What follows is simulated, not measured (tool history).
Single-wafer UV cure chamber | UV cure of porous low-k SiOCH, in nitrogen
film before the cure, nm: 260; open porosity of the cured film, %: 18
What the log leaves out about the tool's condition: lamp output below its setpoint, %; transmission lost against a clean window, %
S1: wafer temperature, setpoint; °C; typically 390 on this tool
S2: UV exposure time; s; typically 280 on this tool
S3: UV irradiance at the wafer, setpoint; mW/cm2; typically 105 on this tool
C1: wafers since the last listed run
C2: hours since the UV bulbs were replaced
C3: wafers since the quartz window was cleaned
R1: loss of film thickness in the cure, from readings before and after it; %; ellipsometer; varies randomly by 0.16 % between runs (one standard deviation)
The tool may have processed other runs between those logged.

run 1 hour=0 | S1=390 S2=280 S3=105 | C1=0 C2=894.4 C3=643 | R1=11.272
run 2 hour=31.2 | S1=390 S2=280 S3=105 | C1=327 C2=925.6 C3=971 | R1=10.777
run 3 hour=53 | S1=390 S2=205 S3=105 | C1=229 C2=947.4 C3=1200 | R1=9.721
run 4 hour=74.6 | S1=390 S2=205 S3=105 | C1=227 C2=969 C3=1427 | R1=9.457
run 5 hour=90.5 | S1=390 S2=280 S3=105 | C1=167 C2=984.9 C3=1594 | R1=10.877
-- hour=114.1 quartz window cleaned
run 6 hour=120.7 | S1=390 S2=280 S3=105 | C1=233 C2=1015.1 C3=69 | R1=10.562
run 7 hour=152.9 | S1=390 S2=280 S3=105 | C1=338 C2=1047.3 C3=407 | R1=10.399
run 8 hour=169.5 | S1=390 S2=280 S3=105 | C1=174 C2=1063.9 C3=582 | R1=10.519
-- hour=226.9 UV bulbs replaced
run 9 hour=232.7 | S1=390 S2=280 S3=105 | C1=580 C2=5.8 C3=1162 | R1=12.378
run 10 hour=244.9 | S1=400 S2=280 S3=105 | C1=128 C2=18 C3=1290 | R1=12.935
run 11 hour=260.9 | S1=390 S2=280 S3=105 | C1=168 C2=34 C3=1458 | R1=12.754
-- hour=286.7 quartz window cleaned
run 12 hour=287.2 | S1=402 S2=280 S3=105 | C1=192 C2=60.3 C3=5 | R1=12.7
run 13 hour=303.7 | S1=390 S2=280 S3=105 | C1=173 C2=76.8 C3=178 | R1=12.418
run 14 hour=330.4 | S1=402 S2=280 S3=76 | C1=280 C2=103.5 C3=459 | R1=11.103
run 15 hour=350.2 | S1=381 S2=155 S3=126 | C1=208 C2=123.3 C3=667 | R1=10.51
run 16 hour=370.1 | S1=377 S2=350 S3=84 | C1=209 C2=143.2 C3=876 | R1=11.946
run 17 hour=382.9 | S1=397 S2=135 S3=83 | C1=134 C2=156 C3=1011 | R1=8.121
run 18 hour=412.1 | S1=402 S2=280 S3=105 | C1=306 C2=185.2 C3=1318 | R1=12.175
-- hour=476.9 quartz window cleaned
run 19 hour=492.8 | S1=384 S2=405 S3=125 | C1=764 C2=265.9 C3=167 | R1=14.275
run 20 hour=505.9 | S1=390 S2=280 S3=105 | C1=137 C2=279 C3=304 | R1=11.966
run 21 hour=533.9 | S1=406 S2=340 S3=87 | C1=294 C2=307 C3=599 | R1=12.453

5 options for the next run, each taken on its own from the tool as it stands now. Forecast them:
run A hour=534.4 | S1=390 S2=280 S3=137 | C1=5 C2=307.5 C3=604 | R1=?
run B hour=534.4 | S1=390 S2=325 S3=105 | C1=5 C2=307.5 C3=604 | R1=?
run C hour=534.4 | S1=378 S2=225 S3=105 | C1=5 C2=307.5 C3=604 | R1=?
run D hour=534.4 | S1=390 S2=280 S3=67 | C1=5 C2=307.5 C3=604 | R1=?
run E hour=534.4 | S1=390 S2=280 S3=141 | C1=5 C2=307.5 C3=604 | R1=?

run=A R1=13.105
run=B R1=12.567
run=C R1=10.703
run=D R1=9.916
run=E R1=13.238
Stripped of hidden state, with their random variation kept, the same runs would have yielded:
run=A R1=13.672
run=B R1=13.129
run=C R1=11.242
run=D R1=10.443
run=E R1=13.807
